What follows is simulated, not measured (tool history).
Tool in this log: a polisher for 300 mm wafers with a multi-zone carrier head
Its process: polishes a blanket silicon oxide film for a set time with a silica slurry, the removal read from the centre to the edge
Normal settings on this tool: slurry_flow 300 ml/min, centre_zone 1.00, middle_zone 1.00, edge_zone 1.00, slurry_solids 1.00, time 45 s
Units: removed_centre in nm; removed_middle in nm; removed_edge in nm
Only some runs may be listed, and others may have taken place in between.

run   hour  slurry_flow  centre_zone  middle_zone  edge_zone  slurry_solids  time  incoming thickness of the incoming film, nm  removed_centre  removed_middle  removed_edge
  1    0.0          300         1.00         1.00       1.00           1.00    45                                       1278.8           150.0           145.8         144.7
      49.6  -- worn pad replaced by a new one
  2   68.4          300         1.00         1.00       1.00           1.00    45                                       1242.2           153.3           144.7         144.7
  3  115.2          300         1.00         1.00       1.00           1.00    45                                       1265.2           150.1           145.8         142.7
  4  173.0          300         1.00         1.00       1.00           1.00    45                                       1280.0           147.9           141.2         143.9
     225.5  -- worn pad replaced by a new one
  5  229.7          300         1.00         1.00       0.93           1.00    45                                       1255.4           144.1           141.7         135.8
  6  295.0          300         1.00         1.00       1.00           1.00    41                                       1265.9           130.6           123.5         126.4
     346.4  -- centre zone pressure recalibrated
     388.4  -- worn pad replaced by a new one
     394.4  -- edge zone pressure recalibrated
  7  401.0          300         1.00         1.00       1.00           1.00    34                                       1265.4            99.2            99.5          99.8
     419.6  -- slurry nozzle cleaned
  8  459.5          300         1.00         1.00       1.00           0.80    45                                       1260.8           123.0           121.1         116.5
  9  530.7          300         0.92         1.00       0.90           1.00    45                                       1265.9           139.3           145.2         136.4
 10  583.2          300         1.00         1.00       1.00           1.00    45                                       1277.5           145.7           141.6         143.9
     590.0  -- worn pad replaced by a new one
 11  643.2          300         0.97         1.00       0.89           0.75    33                                       1271.0            78.4            78.3          75.3
     671.2  -- carrier head's membrane replaced by a new one
 12  713.8          360         1.00         1.00       1.00           1.00    45                                       1286.5           153.2           145.5         147.9
 13  743.3          300         1.00         1.00       1.00           1.00    45                                       1274.6           142.3           140.4         142.6
     776.5  -- worn pad replaced by a new one
 14  788.6          300         1.00         1.00       1.00           1.00    45                                       1282.9           142.3           139.2         141.7
 15  857.8          345         1.00         1.00       0.94           1.00    30                                       1275.7            94.7            93.3          88.2
     871.5  -- slurry nozzle cleaned
 16  899.2          300         1.04         1.07       1.05           1.20    45                                       1271.9           174.6           173.2         166.7

Below are 3 alternative next runs, each starting from the tool's condition after run 16. Predict each:
  A  899.6          300         1.00         1.00       1.00           1.00    45                                       1243.1               ?               ?             ?
  B  899.6          235         1.00         1.00       1.00           1.25    45                                       1243.1               ?               ?             ?
  C  899.6          300         1.00         0.94       1.00           1.00    29                                       1243.1               ?               ?             ?

run  removed_centre  removed_middle  removed_edge
  A           150.0           145.3         144.7
  B           167.5           162.8         163.4
  C            96.6            88.9          93.3
Without the tool's unlogged condition, the same runs would have read:
run  removed_centre  removed_middle  removed_edge
  A           150.8           146.0         145.3
  B           168.7           163.9         164.2
  C            97.2            89.4          93.7

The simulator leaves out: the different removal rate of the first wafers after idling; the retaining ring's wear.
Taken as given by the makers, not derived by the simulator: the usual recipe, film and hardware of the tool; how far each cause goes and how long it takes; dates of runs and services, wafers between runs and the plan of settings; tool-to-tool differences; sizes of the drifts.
